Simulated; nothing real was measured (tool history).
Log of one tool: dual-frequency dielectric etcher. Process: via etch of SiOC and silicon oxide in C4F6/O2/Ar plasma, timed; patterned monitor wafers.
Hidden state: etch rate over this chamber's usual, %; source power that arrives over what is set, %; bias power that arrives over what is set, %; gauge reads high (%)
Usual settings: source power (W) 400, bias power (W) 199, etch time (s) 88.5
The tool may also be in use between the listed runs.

| run | hour | source power (W) | bias power (W) | etch time (s) | wafers since the last listed run | hours since the last wet clean | hours since the last source power generator calibration | hours since the last bias power generator calibration | hours since the last upper electrode change | hours since the gauge calibration | read-back reference wafer on the same gauge, depth_nm | mean etch depth across the wafer (nm) |
|---|---|---|---|---|---|---|---|---|---|---|---|---|
| 1 | 0 | 400 | 199 | 99 | 0 | 157.9 | 1744.1 | 1172.9 | 3153.9 | 132.4 | 113.7 | 113 |
| 2 | 40.6 | 400 | 199 | 88.5 | 316 | 198.5 | 1784.7 | 1213.5 | 3194.5 | 173 | 113.5 | 101 |
| 3 | 54 | 400 | 199 | 88.5 | 104 | 211.9 | 1798.1 | 1226.9 | 3207.9 | 186.4 | 113.6 | 100.9 |
| 4 | 80.1 | 400 | 199 | 88.5 | 203 | 238 | 1824.2 | 1253 | 3234 | 212.5 | 113.8 | 101.2 |
| 5 | 122.2 | 400 | 199 | 88.5 | 328 | 280.1 | 1866.3 | 1295.1 | 3276.1 | 254.6 | 113.7 | 101.8 |
| 6 | 135.1 | 400 | 165 | 88.5 | 100 | 293 | 1879.2 | 1308 | 3289 | 267.5 | 113.5 | 95.5 |
| 7 | 151.6 | 400 | 224 | 88.5 | 128 | 309.5 | 1895.7 | 1324.5 | 3305.5 | 284 | 113.7 | 106.1 |
| 8 | 157.9 | 400 | 224 | 88.5 | 49 | 315.8 | 1902 | 1330.8 | 3311.8 | 290.3 | 113.7 | 105.1 |
|  | 165.2 | gauge calibrated |
|  | 167.5 | source power generator calibrated |
| 9 | 184 | 400 | 224 | 88.5 | 172 | 341.9 | 16.5 | 1356.9 | 3337.9 | 18.8 | 113.7 | 106.7 |
|  | 208.1 | upper electrode replaced |
| 10 | 208.6 | 400 | 160 | 75 | 4 | 366.5 | 41.1 | 1381.5 | 0.5 | 43.4 | 113.9 | 82.3 |
| 11 | 208.9 | 400 | 160 | 75 | 2 | 366.8 | 41.4 | 1381.8 | 0.8 | 43.7 | 113.8 | 82.2 |
| 12 | 217.8 | 400 | 199 | 81 | 69 | 375.7 | 50.3 | 1390.7 | 9.7 | 52.6 | 113.7 | 94.3 |
|  | 249 | bias power generator calibrated |
|  | 260.6 | wet clean of the chamber |
| 13 | 261.1 | 400 | 199 | 81 | 216 | 0.5 | 93.6 | 12.1 | 53 | 95.9 | 113.8 | 88.3 |
| 14 | 271.7 | 400 | 178 | 88.5 | 82 | 11.1 | 104.2 | 22.7 | 63.6 | 106.5 | 113.6 | 94.4 |
| 15 | 306 | 310 | 199 | 88.5 | 267 | 45.4 | 138.5 | 57 | 97.9 | 140.8 | 113.7 | 90.2 |
| 16 | 313.8 | 340 | 162 | 88.5 | 60 | 53.2 | 146.3 | 64.8 | 105.7 | 148.6 | 113.7 | 88.4 |
| 17 | 328.3 | 400 | 219 | 80.5 | 113 | 67.7 | 160.8 | 79.3 | 120.2 | 163.1 | 113.7 | 93.2 |
| 18 | 340.7 | 400 | 165 | 88.5 | 96 | 80.1 | 173.2 | 91.7 | 132.6 | 175.5 | 113.4 | 92.9 |
| 19 | 349.7 | 400 | 199 | 74.5 | 70 | 89.1 | 182.2 | 100.7 | 141.6 | 184.5 | 113.7 | 82.7 |
| 20 | 360.3 | 400 | 245 | 79.5 | 82 | 99.7 | 192.8 | 111.3 | 152.2 | 195.1 | 113.7 | 94 |
| 21 | 367.4 | 400 | 199 | 81 | 55 | 106.8 | 199.9 | 118.4 | 159.3 | 202.2 | 113.7 | 89.8 |
| 22 | 383.3 | 450 | 225 | 88.5 | 123 | 122.7 | 215.8 | 134.3 | 175.2 | 218.1 | 113.5 | 106.5 |
| 23 | 393.8 | 400 | 171 | 88.5 | 81 | 133.2 | 226.3 | 144.8 | 185.7 | 228.6 | 113.8 | 95.2 |
| 24 | 408.5 | 440 | 214 | 105.5 | 114 | 147.9 | 241 | 159.5 | 200.4 | 243.3 | 114 | 123.7 |
| 25 | 424.1 | 400 | 199 | 88.5 | 121 | 163.5 | 256.6 | 175.1 | 216 | 258.9 | 113.8 | 100.2 |
| 26 | 457.7 | 400 | 219 | 80.5 | 261 | 197.1 | 290.2 | 208.7 | 249.6 | 292.5 | 113.9 | 93.2 |
|  | 463.7 | gauge calibrated |
| 27 | 473.8 | 400 | 199 | 70 | 125 | 213.2 | 306.3 | 224.8 | 265.7 | 10.1 | 113.8 | 79.3 |
| 28 | 486 | 460 | 199 | 75 | 95 | 225.4 | 318.5 | 237 | 277.9 | 22.3 | 113.8 | 87.8 |

5 ways to go on from here, each from the tool as it stands after run 28. What would each give?
| A | 486.4 | 460 | 199 | 88.5 | 3 | 225.8 | 318.9 | 237.4 | 278.3 | 22.7 | ? | ? |
| B | 486.4 | 490 | 157 | 79.5 | 3 | 225.8 | 318.9 | 237.4 | 278.3 | 22.7 | ? | ? |
| C | 486.4 | 480 | 236 | 88.5 | 3 | 225.8 | 318.9 | 237.4 | 278.3 | 22.7 | ? | ? |
| D | 486.4 | 430 | 179 | 102 | 3 | 225.8 | 318.9 | 237.4 | 278.3 | 22.7 | ? | ? |
| E | 486.4 | 400 | 199 | 68.5 | 3 | 225.8 | 318.9 | 237.4 | 278.3 | 22.7 | ? | ? |

| run | read-back reference wafer on the same gauge, depth_nm | mean etch depth across the wafer (nm) |
|---|---|---|
| A | 113.7 | 105.1 |
| B | 113.7 | 90.4 |
| C | 113.7 | 111.8 |
| D | 113.7 | 115.3 |
| E | 113.7 | 78 |
Without the tool's hidden state the same runs would have given:
| run | mean etch depth across the wafer (nm) |
|---|---|
| A | 102.2 |
| B | 87.9 |
| C | 108.7 |
| D | 112.1 |
| E | 75.8 |

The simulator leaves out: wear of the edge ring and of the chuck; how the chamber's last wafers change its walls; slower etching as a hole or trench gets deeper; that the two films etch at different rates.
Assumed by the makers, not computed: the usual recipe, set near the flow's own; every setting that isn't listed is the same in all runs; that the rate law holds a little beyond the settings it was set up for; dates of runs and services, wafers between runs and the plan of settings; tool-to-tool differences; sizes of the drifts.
